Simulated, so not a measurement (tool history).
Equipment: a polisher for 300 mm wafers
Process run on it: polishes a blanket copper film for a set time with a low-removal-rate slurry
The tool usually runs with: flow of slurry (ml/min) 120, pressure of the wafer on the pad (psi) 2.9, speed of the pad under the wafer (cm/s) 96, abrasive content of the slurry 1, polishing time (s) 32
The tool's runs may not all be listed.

run	hour	flow of slurry (ml/min)	pressure of the wafer on the pad (psi)	speed of the pad under the wafer (cm/s)	abrasive content of the slurry	polishing time (s)	wafers since the last listed run	wafers polished on this pad	hours since the slurry nozzle was cleaned	hours since the head pressure was calibrated	hours since the slurry blender was calibrated	incoming thickness of the incoming film, nm	film removed (nm)
1	0	120	2.9	96	1	32	0	232	598.1	746.8	146.5	1355.9	86.5
# hour 3.9: slurry blender recalibrated
2	9.5	120	2.9	96	1	32	61	293	607.6	756.3	5.6	1366.8	94.1
3	26.3	120	2.9	96	1	32	137	430	624.4	773.1	22.4	1386.4	93
4	37.7	120	2.9	96	1	32	93	523	635.8	784.5	33.8	1400.6	92.8
# hour 48.2: worn pad replaced by a new one, of another model than before
5	53.3	120	2.9	96	1	32	94	41	651.4	800.1	49.4	1387.7	90.5
6	65	120	2.9	96	1	32	95	137	663.1	811.8	61.1	1351.3	93.4
7	81.9	120	2.9	96	1	32	138	275	680	828.7	78	1381.3	90.2
8	89.9	120	2.4	96	1	32	65	340	688	836.7	86	1386.8	78.8
9	99.8	120	2.9	96	1	32	80	421	697.9	846.6	95.9	1373.3	88.9
# hour 112.3: head pressure recalibrated
# hour 116.3: worn pad replaced by a new one
10	116.8	120	2.9	96	1	23	89	3	714.9	4.5	112.9	1358.9	64
11	127	120	2.9	96	1	32	83	87	725.1	14.7	123.1	1376.8	87.3
# hour 130.4: slurry nozzle cleaned
12	144.8	120	1.9	96	1	32	137	224	14.4	32.5	140.9	1371.8	65
# hour 163.2: slurry blender recalibrated
# hour 181.6: worn pad replaced by a new one
13	186.2	95	2.9	96	1	32	289	37	55.8	73.9	23	1384.7	90.4
14	196	120	3.5	96	1	32	80	117	65.6	83.7	32.8	1364	106.4
15	205	120	2.5	84	1.25	26	73	191	74.6	92.7	41.8	1388	63.8

Alternative continuations, all from the tool just after run 15; predict every row:
A	205.4	120	2.9	96	1	32	3	194	75	93.1	42.2	1374.7	?
B	205.4	120	2.9	86	0.75	32	3	194	75	93.1	42.2	1374.7	?
C	205.4	100	3.8	116	0.7	32	3	194	75	93.1	42.2	1374.7	?
D	205.4	120	2.1	82	1	28	3	194	75	93.1	42.2	1374.7	?

run	film removed (nm)
A	93.5
B	82.6
C	117.8
D	59.8
Without the tool's unlogged condition, the same runs would have read:
run	film removed (nm)
A	95.6
B	84.4
C	120.4
D	61.2
